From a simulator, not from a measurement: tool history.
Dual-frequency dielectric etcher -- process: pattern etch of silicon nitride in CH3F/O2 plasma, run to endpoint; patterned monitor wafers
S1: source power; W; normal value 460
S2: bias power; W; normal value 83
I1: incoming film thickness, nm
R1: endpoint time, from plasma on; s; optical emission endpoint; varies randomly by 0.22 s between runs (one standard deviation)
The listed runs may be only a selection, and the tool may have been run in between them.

{"run": 1, "day": 0.0, "S1": 460, "S2": 83, "I1": 70.7, "R1": 71.1}
{"run": 2, "day": 6.596, "S1": 460, "S2": 68, "I1": 71, "R1": 75.3}
{"run": 3, "day": 9.254, "S1": 460, "S2": 68, "I1": 70.9, "R1": 75.7}
{"run": 4, "day": 12.475, "S1": 460, "S2": 68, "I1": 70.6, "R1": 75.6}
{"run": 5, "day": 16.879, "S1": 460, "S2": 83, "I1": 70.9, "R1": 70.9}
{"run": 6, "day": 19.783, "S1": 460, "S2": 83, "I1": 70.9, "R1": 70.7}
{"run": 7, "day": 24.267, "S1": 460, "S2": 83, "I1": 70.4, "R1": 70.9}
{"run": 8, "day": 26.408, "S1": 500, "S2": 83, "I1": 70.6, "R1": 68.6}
{"run": 9, "day": 29.738, "S1": 500, "S2": 83, "I1": 71, "R1": 68.7}
{"run": 10, "day": 32.258, "S1": 380, "S2": 73, "I1": 71.7, "R1": 83}
{"run": 11, "day": 34.65, "S1": 380, "S2": 73, "I1": 71.4, "R1": 82.5}
{"run": 12, "day": 39.021, "S1": 380, "S2": 73, "I1": 71.4, "R1": 83.2}
{"run": 13, "day": 46.375, "S1": 420, "S2": 73, "I1": 71.4, "R1": 79.6}
{"run": 14, "day": 49.071, "S1": 500, "S2": 69, "I1": 70.5, "R1": 70.8}
{"run": 15, "day": 52.058, "S1": 460, "S2": 100, "I1": 70.9, "R1": 67.9}
{"run": 16, "day": 55.588, "S1": 460, "S2": 83, "I1": 70.7, "R1": 70.9}
{"run": 17, "day": 57.6, "S1": 460, "S2": 83, "I1": 71.9, "R1": 72.6}
{"run": 18, "day": 59.6, "S1": 380, "S2": 96, "I1": 70.6, "R1": 75.7}
{"run": 19, "day": 63.012, "S1": 460, "S2": 83, "I1": 71.2, "R1": 72.4}
{"run": 20, "day": 69.429, "S1": 500, "S2": 83, "I1": 71.1, "R1": 69.2}
{"run": 21, "day": 71.529, "S1": 460, "S2": 66, "I1": 70.9, "R1": 76.8}
{"run": 22, "day": 75.404, "S1": 360, "S2": 73, "I1": 70.5, "R1": 84.8}
{"run": 23, "day": 85.892, "S1": 370, "S2": 100, "I1": 70.6, "R1": 75.7}
{"run": 24, "day": 89.5, "S1": 500, "S2": 71, "I1": 71.3, "R1": 71.6}
{"run": 25, "day": 91.383, "S1": 340, "S2": 67, "I1": 70.7, "R1": 88.5}
{"run": 26, "day": 93.125, "S1": 460, "S2": 83, "I1": 70.7, "R1": 71.3}
{"run": 27, "day": 96.179, "S1": 400, "S2": 83, "I1": 70.4, "R1": 77}
{"run": 28, "day": 99.725, "S1": 540, "S2": 83, "I1": 71.2, "R1": 66.9}
{"run": 29, "day": 102.158, "S1": 580, "S2": 96, "I1": 70.7, "R1": 62.1}
{"run": 30, "day": 106.496, "S1": 460, "S2": 83, "I1": 71, "R1": 72.3}
{"run": 31, "day": 108.058, "S1": 370, "S2": 73, "I1": 71, "R1": 82.4}
{"run": 32, "day": 111.0, "S1": 550, "S2": 104, "I1": 70.8, "R1": 60.9}
{"run": 33, "day": 112.983, "S1": 460, "S2": 83, "I1": 71.1, "R1": 71.6}
{"run": 34, "day": 114.496, "S1": 410, "S2": 83, "I1": 70.9, "R1": 75.8}
{"run": 35, "day": 118.8, "S1": 370, "S2": 70, "I1": 71.1, "R1": 83.4}

Removed from this log: 8 entries logged between the listed runs. Between which two listed runs does each belong, and how does the tool's hidden state at the listed run before it compare with that at the listed run after it?
Run 3 -> run 4: bias power generator calibrated (day 10.708)
  etch rate over this chamber's usual, %: -1.98 -> -2.32
  the result without the hidden state subtracted from the measured one, R1: +1.5 -> +1.8 s
Run 4 -> run 5: wet clean of the chamber (day 15.479)
  etch rate over this chamber's usual, %: -2.32 -> -0.428
  the result without the hidden state subtracted from the measured one, R1: +1.8 -> +0.3 s
Run 9 -> run 10: upper electrode replaced (day 32.238)
  etch rate over this chamber's usual, %: -1.78 -> -2.04
  the result without the hidden state subtracted from the measured one, R1: +1.2 -> +1.6 s
Run 13 -> run 14: wet clean of the chamber (day 48.338)
  etch rate over this chamber's usual, %: -3.52 -> -0.421
  the result without the hidden state subtracted from the measured one, R1: +2.8 -> +0.3 s
Run 21 -> run 22: source power generator calibrated (day 72.533)
  etch rate over this chamber's usual, %: -2.78 -> -3.18
  the result without the hidden state subtracted from the measured one, R1: +2.2 -> +2.7 s
Run 22 -> run 23: bias power generator calibrated (day 78.058); wet clean of the chamber (day 79.021)
  etch rate over this chamber's usual, %: -3.18 -> -0.751
  the result without the hidden state subtracted from the measured one, R1: +2.7 -> +0.5 s
Run 30 -> run 31: wet clean of the chamber (day 107.712)
  etch rate over this chamber's usual, %: -2.91 -> -0.287
  the result without the hidden state subtracted from the measured one, R1: +2.1 -> +0.2 s
